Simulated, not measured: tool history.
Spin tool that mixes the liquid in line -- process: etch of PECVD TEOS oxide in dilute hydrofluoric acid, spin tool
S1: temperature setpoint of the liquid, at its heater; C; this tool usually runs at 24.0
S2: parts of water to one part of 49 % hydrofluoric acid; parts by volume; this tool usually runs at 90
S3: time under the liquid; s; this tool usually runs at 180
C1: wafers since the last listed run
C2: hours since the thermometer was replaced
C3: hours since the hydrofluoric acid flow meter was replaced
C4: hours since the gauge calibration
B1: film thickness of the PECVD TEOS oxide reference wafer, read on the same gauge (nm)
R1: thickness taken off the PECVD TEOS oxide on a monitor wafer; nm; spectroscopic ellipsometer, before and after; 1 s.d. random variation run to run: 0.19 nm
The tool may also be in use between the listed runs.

{"run": 1, "day": 0.0, "S1": 26.5, "S2": 90, "S3": 180, "C1": 0, "C2": 25.6, "C3": 17.3, "C4": 1455.4, "B1": 70.02, "R1": 34.08}
{"day": 2.162, "done": "gauge calibrated"}
{"run": 2, "day": 2.833, "S1": 24.0, "S2": 90, "S3": 180, "C1": 303, "C2": 93.6, "C3": 85.3, "C4": 16.1, "B1": 69.97, "R1": 30.4}
{"run": 3, "day": 4.358, "S1": 24.0, "S2": 90, "S3": 180, "C1": 163, "C2": 130.2, "C3": 121.9, "C4": 52.7, "B1": 69.97, "R1": 30.95}
{"run": 4, "day": 5.646, "S1": 24.0, "S2": 90, "S3": 180, "C1": 137, "C2": 161.1, "C3": 152.8, "C4": 83.6, "B1": 70.02, "R1": 30.93}
{"run": 5, "day": 6.675, "S1": 24.0, "S2": 90, "S3": 180, "C1": 110, "C2": 185.8, "C3": 177.5, "C4": 108.3, "B1": 69.98, "R1": 31.06}
{"run": 6, "day": 9.117, "S1": 24.0, "S2": 90, "S3": 180, "C1": 261, "C2": 244.4, "C3": 236.1, "C4": 166.9, "B1": 70.0, "R1": 30.95}
{"run": 7, "day": 10.446, "S1": 24.0, "S2": 90, "S3": 180, "C1": 142, "C2": 276.3, "C3": 268.0, "C4": 198.8, "B1": 69.98, "R1": 31.05}
{"run": 8, "day": 12.483, "S1": 24.0, "S2": 90, "S3": 180, "C1": 218, "C2": 325.2, "C3": 316.9, "C4": 247.7, "B1": 69.98, "R1": 31.1}
{"run": 9, "day": 15.283, "S1": 24.0, "S2": 90, "S3": 180, "C1": 299, "C2": 392.4, "C3": 384.1, "C4": 314.9, "B1": 70.01, "R1": 31.03}
{"run": 10, "day": 17.188, "S1": 24.0, "S2": 90, "S3": 180, "C1": 203, "C2": 438.1, "C3": 429.8, "C4": 360.6, "B1": 70.04, "R1": 30.96}
{"run": 11, "day": 18.608, "S1": 25.5, "S2": 90, "S3": 180, "C1": 152, "C2": 472.2, "C3": 463.9, "C4": 394.7, "B1": 70.02, "R1": 33.35}
{"run": 12, "day": 21.058, "S1": 24.0, "S2": 120, "S3": 90, "C1": 262, "C2": 531.0, "C3": 522.7, "C4": 453.5, "B1": 70.03, "R1": 11.39}
{"run": 13, "day": 22.608, "S1": 24.0, "S2": 90, "S3": 180, "C1": 165, "C2": 568.2, "C3": 559.9, "C4": 490.7, "B1": 69.98, "R1": 31.08}
{"run": 14, "day": 24.279, "S1": 22.5, "S2": 65, "S3": 115, "C1": 178, "C2": 608.3, "C3": 600.0, "C4": 530.8, "B1": 69.97, "R1": 26.62}
{"run": 15, "day": 26.292, "S1": 24.0, "S2": 90, "S3": 180, "C1": 215, "C2": 656.6, "C3": 648.3, "C4": 579.1, "B1": 70.05, "R1": 31.33}
{"run": 16, "day": 27.925, "S1": 21.5, "S2": 90, "S3": 180, "C1": 174, "C2": 695.8, "C3": 687.5, "C4": 618.3, "B1": 70.01, "R1": 28.12}
{"run": 17, "day": 30.029, "S1": 24.0, "S2": 90, "S3": 180, "C1": 225, "C2": 746.3, "C3": 738.0, "C4": 668.8, "B1": 69.98, "R1": 31.45}
{"run": 18, "day": 32.208, "S1": 24.0, "S2": 55, "S3": 270, "C1": 233, "C2": 798.6, "C3": 790.3, "C4": 721.1, "B1": 69.93, "R1": 79.71}
{"run": 19, "day": 33.646, "S1": 22.5, "S2": 105, "S3": 250, "C1": 153, "C2": 833.1, "C3": 824.8, "C4": 755.6, "B1": 70.03, "R1": 34.27}
{"run": 20, "day": 36.621, "S1": 20.5, "S2": 115, "S3": 70, "C1": 318, "C2": 904.5, "C3": 896.2, "C4": 827.0, "B1": 69.97, "R1": 8.02}
{"run": 21, "day": 39.308, "S1": 28.0, "S2": 120, "S3": 255, "C1": 287, "C2": 969.0, "C3": 960.7, "C4": 891.5, "B1": 69.98, "R1": 37.3}
{"run": 22, "day": 40.604, "S1": 24.0, "S2": 90, "S3": 180, "C1": 138, "C2": 1000.1, "C3": 991.8, "C4": 922.6, "B1": 70.01, "R1": 31.57}
{"run": 23, "day": 43.2, "S1": 24.0, "S2": 90, "S3": 180, "C1": 277, "C2": 1062.4, "C3": 1054.1, "C4": 984.9, "B1": 70.01, "R1": 31.13}
{"run": 24, "day": 45.012, "S1": 24.0, "S2": 90, "S3": 180, "C1": 194, "C2": 1105.9, "C3": 1097.6, "C4": 1028.4, "B1": 70.0, "R1": 31.3}
{"run": 25, "day": 46.646, "S1": 24.0, "S2": 55, "S3": 240, "C1": 174, "C2": 1145.1, "C3": 1136.8, "C4": 1067.6, "B1": 70.0, "R1": 72.81}
{"run": 26, "day": 48.838, "S1": 24.0, "S2": 90, "S3": 180, "C1": 234, "C2": 1197.7, "C3": 1189.4, "C4": 1120.2, "B1": 70.01, "R1": 31.35}
{"run": 27, "day": 55.375, "S1": 22.0, "S2": 90, "S3": 285, "C1": 699, "C2": 1354.6, "C3": 1346.3, "C4": 1277.1, "B1": 69.94, "R1": 46.01}
{"run": 28, "day": 61.712, "S1": 27.0, "S2": 90, "S3": 180, "C1": 678, "C2": 1506.7, "C3": 1498.4, "C4": 1429.2, "B1": 70.02, "R1": 36.01}
{"run": 29, "day": 63.025, "S1": 24.0, "S2": 50, "S3": 255, "C1": 140, "C2": 1538.2, "C3": 1529.9, "C4": 1460.7, "B1": 70.0, "R1": 85.91}
{"day": 63.75, "done": "gauge calibrated"}
{"run": 30, "day": 64.512, "S1": 24.0, "S2": 90, "S3": 180, "C1": 159, "C2": 1573.9, "C3": 1565.6, "C4": 18.3, "B1": 69.99, "R1": 31.81}
{"run": 31, "day": 66.033, "S1": 20.5, "S2": 90, "S3": 180, "C1": 162, "C2": 1610.4, "C3": 1602.1, "C4": 54.8, "B1": 70.03, "R1": 27.55}
{"run": 32, "day": 67.917, "S1": 24.0, "S2": 90, "S3": 180, "C1": 201, "C2": 1655.6, "C3": 1647.3, "C4": 100.0, "B1": 69.95, "R1": 31.7}

Some steps in R1, run to run, broken into two amounts with sign: the step expected even without the hidden condition (settings, incoming material, random variation), and the rest, left for the hidden condition together with whatever gauge scatter is not in both the measured and the hidden-condition-free result:
The hidden state here: liquid hotter than its thermometer reads (K); hydrofluoric acid flow above the setpoint (%); gauge reads high (%).
Run 17 -> 18: S2 90 -> 55, S3 180 -> 270. R1 +48.26 nm: hidden state +1.02, all else +47.24.
Run 24 -> 25: S2 90 -> 55, S3 180 -> 240. R1 +41.51 nm: hidden state +1.18, all else +40.33.
Run 28 -> 29: S1 27.0 -> 24.0, S2 90 -> 50, S3 180 -> 255. R1 +49.90 nm: hidden state +1.87, all else +48.03.
Run 29 -> 30: S2 50 -> 90, S3 255 -> 180, gauge calibrated. R1 -54.10 nm: hidden state -1.92, all else -52.18.

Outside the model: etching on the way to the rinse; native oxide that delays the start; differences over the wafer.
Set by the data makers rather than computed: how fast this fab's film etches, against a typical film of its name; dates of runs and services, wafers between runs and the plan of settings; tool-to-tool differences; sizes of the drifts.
